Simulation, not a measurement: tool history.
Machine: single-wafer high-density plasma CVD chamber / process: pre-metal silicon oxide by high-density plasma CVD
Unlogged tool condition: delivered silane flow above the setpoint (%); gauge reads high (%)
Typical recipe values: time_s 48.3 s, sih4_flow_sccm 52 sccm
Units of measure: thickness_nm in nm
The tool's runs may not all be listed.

run	hour	time_s	sih4_flow_sccm	wafers since the last listed run	hours since the silane flow controller was replaced	hours since the gauge calibration	read-back reference wafer on the same gauge, thickness_nm	thickness_nm
1	0	48.3	46	0	238.8	1689.8	201.947	213.389
2	81.1	48.3	46	1699	319.9	1770.9	201.782	214.919
3	171.2	42.3	52	1888	410	1861	202.017	211.773
4	250.3	42.3	52	1657	489.1	1940.1	202.033	212.702
5	286.6	48.3	52	760	525.4	1976.4	201.866	243.286
6	327.3	52.8	50	852	566.1	2017.1	202.244	254.035
7	430.7	52.8	50	2166	669.5	2120.5	201.73	255.102
8	525.8	52.8	50	1992	764.6	2215.6	201.898	255.389
9	585.6	48.3	52	1253	824.4	2275.4	201.884	243.517
10	626.7	48.3	52	861	865.5	2316.5	201.849	243.84
11	683.1	48.3	52	1181	921.9	2372.9	201.732	244.508
12	781.1	48.3	52	2053	1019.9	2470.9	201.838	243.567
13	827.1	55.8	55	963	1065.9	2516.9	201.859	301.117
14	904.9	55.8	55	1630	1143.7	2594.7	201.933	297.913
# hour 960.7: gauge calibrated
15	967.5	52.3	48	1311	1206.3	6.8	201.926	244.941
16	1022	40.4	60	1142	1260.8	61.3	201.986	237.844
17	1087.8	44.8	62	1378	1326.6	127.1	202.182	270.422
18	1136.7	48.3	52	1024	1375.5	176	201.83	244.853
19	1186.2	48.3	44	1037	1425	225.5	202.096	209.11
20	1273.3	40	48	1825	1512.1	312.6	202.216	189.888
21	1359.7	40	52	1810	1598.5	399	201.75	204.389
22	1412.3	48.3	47	1102	1651.1	451.6	202.038	223.085
23	1487.2	48.3	52	1569	1726	526.5	202.066	247.721
# hour 1544.7: silane flow controller replaced
24	1590.4	48.3	52	1995	45.7	629.7	201.951	240.136
25	1693.2	38.7	58	2154	148.5	732.5	201.818	216.126
26	1930.3	39.3	57	4968	385.6	969.6	201.947	215.453
27	2012.7	55.9	62	1726	468	1052	202.034	332.977
28	2072	43.9	58	1242	527.3	1111.3	201.83	245.26
29	2128	52.7	58	1173	583.3	1167.3	201.905	294.608

Predict each of these 4 candidate next runs independently; none follows another, all start after run 29:
A	2128.4	48.3	52	8	583.7	1167.7	?	?
B	2128.4	48.3	57	8	583.7	1167.7	?	?
C	2128.4	51.2	45	8	583.7	1167.7	?	?
D	2128.4	53.9	60	8	583.7	1167.7	?	?

run	read-back reference wafer on the same gauge, thickness_nm	thickness_nm
A	201.668	240.935
B	201.668	264.101
C	201.668	221.02
D	201.668	310.233
Without the tool's unlogged condition, the same runs would have read:
run	thickness_nm
A	239.029
B	262.013
C	219.272
D	307.78
